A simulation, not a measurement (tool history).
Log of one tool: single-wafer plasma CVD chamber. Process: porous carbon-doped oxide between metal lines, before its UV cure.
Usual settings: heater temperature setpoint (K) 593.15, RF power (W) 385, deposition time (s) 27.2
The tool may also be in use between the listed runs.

run    day  heater temperature setpoint (K)  RF power (W)  deposition time (s)  read-back reference wafer on the same gauge, thickness_nm  mean film thickness on the monitor wafer (angstrom)
  1      0                           587.15           385                 27.2                                                    120.996                                              1048.57
  2  0.271                           587.15           385                 27.2                                                    120.999                                              1044.49
  3  0.917                           587.15           385                 27.2                                                    120.931                                              1042.26
  4  1.175                           590.15           385                 27.2                                                    120.979                                              1029.25
  5  1.554                           590.15           385                 27.2                                                    121.019                                              1025.64
  6  1.896                           590.15           385                 27.2                                                    120.973                                              1027.45
  7  2.346                           593.15           385                 27.2                                                    121.045                                               1004.3
     2.708  -- RF generator calibrated
  8  2.729                           593.15           385                 27.2                                                    120.996                                              1073.97
  9    3.4                           593.15           385                 27.2                                                    121.015                                              1073.43
 10  3.729                           603.15           385                 29.5                                                    121.069                                              1096.05
     4.162  -- showerhead replaced
 11  4.321                           593.15           335                   24                                                    121.027                                               851.54
 12  4.729                           584.15           385                   29                                                     120.96                                              1204.61
     5.225  -- thermocouple changed; heater temperature recalibrated
 13  5.246                           593.15           385                 27.2                                                     120.97                                              1074.13
 14  5.817                           581.15           440                   24                                                    121.016                                              1130.98
     6.304  -- gauge calibrated
 15  6.475                           593.15           385                 27.2                                                    120.957                                              1072.18
 16  6.971                           586.15           365                 31.1                                                    121.009                                              1216.65
 17  7.371                           581.15           385                 27.2                                                    121.018                                              1152.39
 18  8.046                           581.15           385                 27.2                                                    121.024                                               1155.2

5 ways to go on from here, each from the tool as it stands after run 18. What would each give?
  A  8.062                           586.15           385                 27.2                                                          ?                                                    ?
  B  8.062                           602.15           320                 27.2                                                          ?                                                    ?
  C  8.062                           582.15           430                 27.2                                                          ?                                                    ?
  D  8.062                           593.15           385                 30.1                                                          ?                                                    ?
  E  8.062                           593.15           385                 28.6                                                          ?                                                    ?

run  read-back reference wafer on the same gauge, thickness_nm  mean film thickness on the monitor wafer (angstrom)
  A                                                    121.009                                               1116.3
  B                                                    121.009                                               880.88
  C                                                    121.009                                              1244.72
  D                                                    121.009                                               1181.6
  E                                                    121.009                                              1124.46
Without the tool's hidden state the same runs would have given:
run  mean film thickness on the monitor wafer (angstrom)
  A                                              1122.21
  B                                               885.57
  C                                              1251.12
  D                                              1187.86
  E                                              1130.41

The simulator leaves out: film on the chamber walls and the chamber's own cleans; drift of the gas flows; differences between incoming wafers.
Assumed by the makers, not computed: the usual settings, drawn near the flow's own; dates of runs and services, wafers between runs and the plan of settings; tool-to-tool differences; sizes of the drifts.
